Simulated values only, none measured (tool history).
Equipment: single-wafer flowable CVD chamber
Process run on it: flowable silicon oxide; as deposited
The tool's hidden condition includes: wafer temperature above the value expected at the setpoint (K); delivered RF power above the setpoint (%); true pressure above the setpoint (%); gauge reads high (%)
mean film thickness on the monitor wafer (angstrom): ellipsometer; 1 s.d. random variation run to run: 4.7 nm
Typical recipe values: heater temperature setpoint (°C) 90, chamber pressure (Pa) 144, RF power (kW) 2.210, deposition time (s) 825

run	hour	heater temperature setpoint (°C)	chamber pressure (Pa)	RF power (kW)	deposition time (s)	wafers since the last listed run	hours since the last thermocouple change	hours since the last RF generator calibration	hours since the last manometer calibration	hours since the showerhead was replaced	hours since the gauge calibration	read-back reference wafer on the same gauge, thickness_nm	mean film thickness on the monitor wafer (angstrom)
1	0.0	90	172	2.210	918	0	1029.4	0.9	2151.2	0.5	123.1	803.667	11942.61
2	20.0	90	144	2.210	825	28	1049.4	20.9	2171.2	20.5	143.1	805.128	9152.26
3	39.3	100	144	2.210	825	27	1068.7	40.2	2190.5	39.8	162.4	804.070	6165.80
# hour 50.8: thermocouple changed; heater temperature recalibrated
4	71.9	100	144	2.210	825	34	21.1	72.8	2223.1	72.4	195.0	805.384	6729.37
5	107.5	90	144	2.210	825	50	56.7	108.4	2258.7	108.0	230.6	803.987	9846.82
6	134.5	90	144	2.440	825	38	83.7	135.4	2285.7	135.0	257.6	804.201	10045.40
7	164.0	90	144	2.440	825	41	113.2	164.9	2315.2	164.5	287.1	804.723	9967.77
8	199.1	90	144	2.210	825	49	148.3	200.0	2350.3	199.6	322.2	803.936	9785.07
9	218.8	90	144	2.210	825	27	168.0	219.7	2370.0	219.3	341.9	803.761	9756.36
10	251.2	100	144	2.340	868	45	200.4	252.1	2402.4	251.7	374.3	804.889	7069.51
11	280.1	90	144	2.210	825	41	229.3	281.0	2431.3	280.6	403.2	804.625	9765.87
12	310.2	77	144	2.545	825	42	259.4	311.1	2461.4	310.7	433.3	804.310	15273.90
13	334.7	80	157	1.870	980	34	283.9	335.6	2485.9	335.2	457.8	803.313	17204.47
14	363.2	90	144	2.615	825	40	312.4	364.1	2514.4	363.7	486.3	804.654	9953.42
# hour 373.3: capacitance manometer re-zeroed and calibrated
15	386.8	90	144	2.330	960	22	336.0	387.7	13.5	387.3	509.9	805.035	10891.31
16	404.6	90	120	2.210	888	25	353.8	405.5	31.3	405.1	527.7	803.906	8192.24
# hour 410.0: gauge calibrated
17	423.4	86	133	2.490	780	26	372.6	424.3	50.1	423.9	13.4	803.909	9400.45
18	455.4	90	125	2.210	705	45	404.6	456.3	82.1	455.9	45.4	803.928	6874.11
19	469.2	90	144	2.210	825	19	418.4	470.1	95.9	469.7	59.2	805.085	9280.78
20	496.6	90	144	2.210	980	38	445.8	497.5	123.3	497.1	86.6	803.680	11015.10
21	510.4	90	144	2.210	825	19	459.6	511.3	137.1	510.9	100.4	803.791	9182.82
22	544.8	86	144	2.040	690	48	494.0	545.7	171.5	545.3	134.8	803.172	8697.97
23	570.3	81	108	2.080	958	36	519.5	571.2	197.0	570.8	160.3	804.693	10629.57
24	589.0	77	144	2.480	825	26	538.2	589.9	215.7	589.5	179.0	803.818	14272.24
25	601.2	90	144	2.210	825	17	550.4	602.1	227.9	601.7	191.2	804.606	9212.12
26	635.0	90	144	2.210	825	47	584.2	635.9	261.7	635.5	225.0	803.997	9217.62
27	654.2	90	144	1.870	825	27	603.4	655.1	280.9	654.7	244.2	803.661	8892.19

Results per run with the tool's hidden condition removed, run-to-run variation unchanged:
run	mean film thickness on the monitor wafer (angstrom)
1	12314.53
2	9396.85
3	6333.83
4	6372.77
5	9341.36
6	9537.61
7	9474.01
8	9313.34
9	9293.28
10	6742.48
11	9325.00
12	14566.57
13	16414.89
14	9535.48
15	10955.85
16	8238.97
17	9440.10
18	6926.11
19	9365.56
20	11127.50
21	9281.48
22	8775.80
23	10704.50
24	14375.63
25	9343.82
26	9361.62
27	9037.80
